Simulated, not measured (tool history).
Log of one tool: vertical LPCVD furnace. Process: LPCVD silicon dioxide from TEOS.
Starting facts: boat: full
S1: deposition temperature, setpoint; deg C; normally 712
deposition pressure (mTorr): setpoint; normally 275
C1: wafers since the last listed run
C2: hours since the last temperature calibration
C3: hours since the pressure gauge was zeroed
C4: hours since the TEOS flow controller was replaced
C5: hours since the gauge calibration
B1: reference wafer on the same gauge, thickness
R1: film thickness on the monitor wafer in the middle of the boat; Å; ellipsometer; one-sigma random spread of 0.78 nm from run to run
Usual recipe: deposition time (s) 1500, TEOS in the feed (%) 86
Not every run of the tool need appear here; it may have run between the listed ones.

Run 1, hour 0.0: usual settings but S1 709 deg C, deposition pressure (mTorr) 245; C1 0; C2 2919.6; C3 3440.0; C4 2943.4; C5 681.8; B1 200.92. Result: R1 2355.7 Å.
Run 2, hour 16.4: usual settings but S1 703 deg C; C1 243; C2 2936.0; C3 3456.4; C4 2959.8; C5 698.2; B1 201.16. Result: R1 2178.8 Å.
Run 3, hour 28.6: usual settings but S1 703 deg C; C1 181; C2 2948.2; C3 3468.6; C4 2972.0; C5 710.4; B1 200.95. Result: R1 2173.4 Å.
Run 4, hour 44.5: usual settings but deposition pressure (mTorr) 240; C1 235; C2 2964.1; C3 3484.5; C4 2987.9; C5 726.3; B1 200.96. Result: R1 2490.7 Å.
Run 5, hour 78.1: usual settings but deposition pressure (mTorr) 240; C1 498; C2 2997.7; C3 3518.1; C4 3021.5; C5 759.9; B1 200.97. Result: R1 2495.1 Å.
Run 6, hour 175.6: usual settings but deposition pressure (mTorr) 315, deposition time (s) 1710; C1 1446; C2 3095.2; C3 3615.6; C4 3119.0; C5 857.4; B1 201.32. Result: R1 3260.9 Å.
Run 7, hour 260.0: usual settings but deposition pressure (mTorr) 315, deposition time (s) 1710; C1 1252; C2 3179.6; C3 3700.0; C4 3203.4; C5 941.8; B1 201.06. Result: R1 3255.8 Å.
At hour 281.7: gauge calibrated.
Run 8, hour 288.8: usual settings; C1 427; C2 3208.4; C3 3728.8; C4 3232.2; C5 7.1; B1 201.00. Result: R1 2656.3 Å.
Run 9, hour 321.6: usual settings; C1 486; C2 3241.2; C3 3761.6; C4 3265.0; C5 39.9; B1 200.95. Result: R1 2665.4 Å.
Run 10, hour 341.8: usual settings; C1 299; C2 3261.4; C3 3781.8; C4 3285.2; C5 60.1; B1 200.91. Result: R1 2680.9 Å.
At hour 388.1: thermocouples replaced and temperature profile calibrated.
Run 11, hour 388.6: usual settings; C1 338; C2 0.5; C3 3828.6; C4 3332.0; C5 106.9; B1 201.08. Result: R1 2458.0 Å.
Run 12, hour 403.1: usual settings; C1 215; C2 15.0; C3 3843.1; C4 3346.5; C5 121.4; B1 201.13. Result: R1 2465.2 Å.
Run 13, hour 476.0: usual settings; C1 1081; C2 87.9; C3 3916.0; C4 3419.4; C5 194.3; B1 201.32. Result: R1 2472.3 Å.
Run 14, hour 506.0: usual settings; C1 445; C2 117.9; C3 3946.0; C4 3449.4; C5 224.3; B1 200.99. Result: R1 2488.4 Å.
Run 15, hour 524.0: usual settings but S1 709 deg C; C1 267; C2 135.9; C3 3964.0; C4 3467.4; C5 242.3; B1 201.32. Result: R1 2319.3 Å.
At hour 556.0: pressure gauge zeroed.
Run 16, hour 556.5: usual settings; C1 126; C2 168.4; C3 0.5; C4 3499.9; C5 274.8; B1 200.92. Result: R1 2505.9 Å.
Run 17, hour 574.0: usual settings but S1 708 deg C; C1 259; C2 185.9; C3 18.0; C4 3517.4; C5 292.3; B1 201.05. Result: R1 2277.3 Å.
At hour 611.5: TEOS flow controller replaced.
Run 18, hour 612.0: usual settings but S1 722 deg C, deposition pressure (mTorr) 340, deposition time (s) 1170, TEOS in the feed (%) 76; C1 207; C2 223.9; C3 56.0; C4 0.5; C5 330.3; B1 200.96. Result: R1 2536.8 Å.
Run 19, hour 615.4: usual settings but deposition time (s) 1320; C1 50; C2 227.3; C3 59.4; C4 3.9; C5 333.7; B1 200.80. Result: R1 2207.8 Å.
Run 20, hour 635.4: usual settings but deposition time (s) 1140, TEOS in the feed (%) 73; C1 296; C2 247.3; C3 79.4; C4 23.9; C5 353.7; B1 200.99. Result: R1 1756.2 Å.
Run 21, hour 648.7: usual settings but S1 722 deg C, deposition pressure (mTorr) 250; C1 197; C2 260.6; C3 92.7; C4 37.2; C5 367.0; B1 200.77. Result: R1 2997.0 Å.
Run 22, hour 677.1: usual settings; C1 421; C2 289.0; C3 121.1; C4 65.6; C5 395.4; B1 201.16. Result: R1 2507.7 Å.
Run 23, hour 705.8: usual settings; C1 425; C2 317.7; C3 149.8; C4 94.3; C5 424.1; B1 201.20. Result: R1 2532.9 Å.
Run 24, hour 719.1: usual settings but S1 707 deg C; C1 197; C2 331.0; C3 163.1; C4 107.6; C5 437.4; B1 201.11. Result: R1 2247.3 Å.
Run 25, hour 741.1: usual settings; C1 326; C2 353.0; C3 185.1; C4 129.6; C5 459.4; B1 201.07. Result: R1 2519.9 Å.
Run 26, hour 774.5: usual settings but deposition pressure (mTorr) 320, deposition time (s) 1140; C1 495; C2 386.4; C3 218.5; C4 163.0; C5 492.8; B1 200.90. Result: R1 2075.7 Å.
Run 27, hour 804.9: usual settings but S1 709 deg C, deposition time (s) 1170, TEOS in the feed (%) 97; C1 451; C2 416.8; C3 248.9; C4 193.4; C5 523.2; B1 201.12. Result: R1 1959.6 Å.
Run 28, hour 819.6: usual settings; C1 218; C2 431.5; C3 263.6; C4 208.1; C5 537.9; B1 200.79. Result: R1 2547.3 Å.
Run 29, hour 838.0: usual settings but TEOS in the feed (%) 78; C1 273; C2 449.9; C3 282.0; C4 226.5; C5 556.3; B1 201.30. Result: R1 2404.8 Å.
Run 30, hour 862.9: usual settings but S1 718 deg C, deposition pressure (mTorr) 340; C1 369; C2 474.8; C3 306.9; C4 251.4; C5 581.2; B1 200.97. Result: R1 3230.0 Å.
Run 31, hour 894.4: usual settings but S1 719 deg C, deposition pressure (mTorr) 330, deposition time (s) 1260, TEOS in the feed (%) 93; C1 467; C2 506.3; C3 338.4; C4 282.9; C5 612.7; B1 201.24. Result: R1 2855.1 Å.
Run 32, hour 915.7: usual settings; C1 316; C2 527.6; C3 359.7; C4 304.2; C5 634.0; B1 201.03. Result: R1 2558.7 Å.

For each run, what was the tool's unlogged condition?
true pressure minus gauge reading, mTorr: 0, the same for each run
deviation of the TEOS flow from its setpoint, %: 0, the same for each run
gauge reads high (%): 0, the same for each run
H1: true tube temperature minus thermocouple reading, K
run     H1
  1   4.21
  2   4.22
  3   4.22
  4   4.22
  5   4.23
  6   4.25
  7   4.27
  8   4.28
  9   4.28
 10   4.29
 11  0.541
 12  0.597
 13  0.869
 14  0.975
 15   1.04
 16   1.15
 17   1.21
 18   1.33
 19   1.34
 20    1.4
 21   1.44
 22   1.53
 23   1.61
 24   1.65
 25   1.72
 26   1.81
 27   1.89
 28   1.93
 29   1.98
 30   2.04
 31   2.12
 32   2.17

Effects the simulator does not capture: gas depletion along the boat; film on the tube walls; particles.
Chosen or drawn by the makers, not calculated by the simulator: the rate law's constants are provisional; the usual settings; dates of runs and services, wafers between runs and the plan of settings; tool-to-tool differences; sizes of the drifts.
